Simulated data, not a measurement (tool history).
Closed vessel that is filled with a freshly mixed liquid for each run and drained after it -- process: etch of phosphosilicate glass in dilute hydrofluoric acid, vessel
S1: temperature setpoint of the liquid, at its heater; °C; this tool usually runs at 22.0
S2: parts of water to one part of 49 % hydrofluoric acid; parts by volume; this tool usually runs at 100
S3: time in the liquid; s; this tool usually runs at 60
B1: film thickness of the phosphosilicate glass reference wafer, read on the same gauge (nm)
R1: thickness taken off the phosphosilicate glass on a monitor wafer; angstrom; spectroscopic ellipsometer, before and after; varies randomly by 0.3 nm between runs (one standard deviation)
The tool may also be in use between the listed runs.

run	day	S1	S2	S3	B1	R1
1	0.000	22.0	100	60	59.99	878.4
2	1.033	22.0	100	60	60.03	878.8
3	3.121	22.0	100	60	59.99	878.5
4	4.817	24.5	100	60	60.00	969.8
5	7.292	24.5	100	60	60.01	972.6
6	9.404	24.5	100	60	60.00	968.4
7	11.904	22.0	100	60	60.00	877.8
8	13.529	22.0	115	60	59.98	757.0
9	15.712	22.0	100	60	59.95	884.3
10	18.450	22.0	100	60	60.01	883.4
11	20.767	22.0	100	60	60.01	878.3
12	23.304	22.0	100	60	60.01	881.7
13	24.388	22.0	100	60	60.00	880.0
# day 24.796: gauge calibrated
14	25.725	18.0	100	60	60.01	747.8
# day 26.812: hydrofluoric acid flow meter replaced
15	27.638	22.0	100	30	60.01	417.6
# day 27.917: thermometer replaced
16	30.108	25.0	100	60	60.01	979.5
17	31.512	22.0	140	45	59.99	445.9
18	33.292	22.0	60	70	60.00	1772.8
19	34.917	26.5	135	90	60.01	1102.5
20	36.246	22.0	100	60	59.99	869.7
21	39.104	22.0	100	60	60.00	875.1
22	43.604	22.0	100	60	59.98	872.1
23	45.788	22.0	80	60	60.01	1125.3

A few steps of R1 between consecutive runs. Split each: what settings, incoming material and random variation would produce without the hidden state, and what is left over for the hidden state, along with gauge scatter present in only one of the two compared results (measured, and without hidden state):
The hidden state here: liquid colder than its thermometer reads (K); hydrofluoric acid flow above the setpoint (%); gauge reads high (%).
Run 14 -> 15: S1 18.0 -> 22.0, S3 60 -> 30, hydrofluoric acid flow meter replaced. R1 -330.2 angstrom: hidden state -30.6, all else -299.6.
Run 15 -> 16: S1 22.0 -> 25.0, S3 30 -> 60, thermometer replaced. R1 +561.9 angstrom: hidden state +22.5, all else +539.4.
Run 17 -> 18: S2 140 -> 60, S3 45 -> 70. R1 +1326.9 angstrom: hidden state +15.0, all else +1311.9.
Run 18 -> 19: S1 22.0 -> 26.5, S2 60 -> 135, S3 70 -> 90. R1 -670.3 angstrom: hidden state -5.2, all else -665.1.
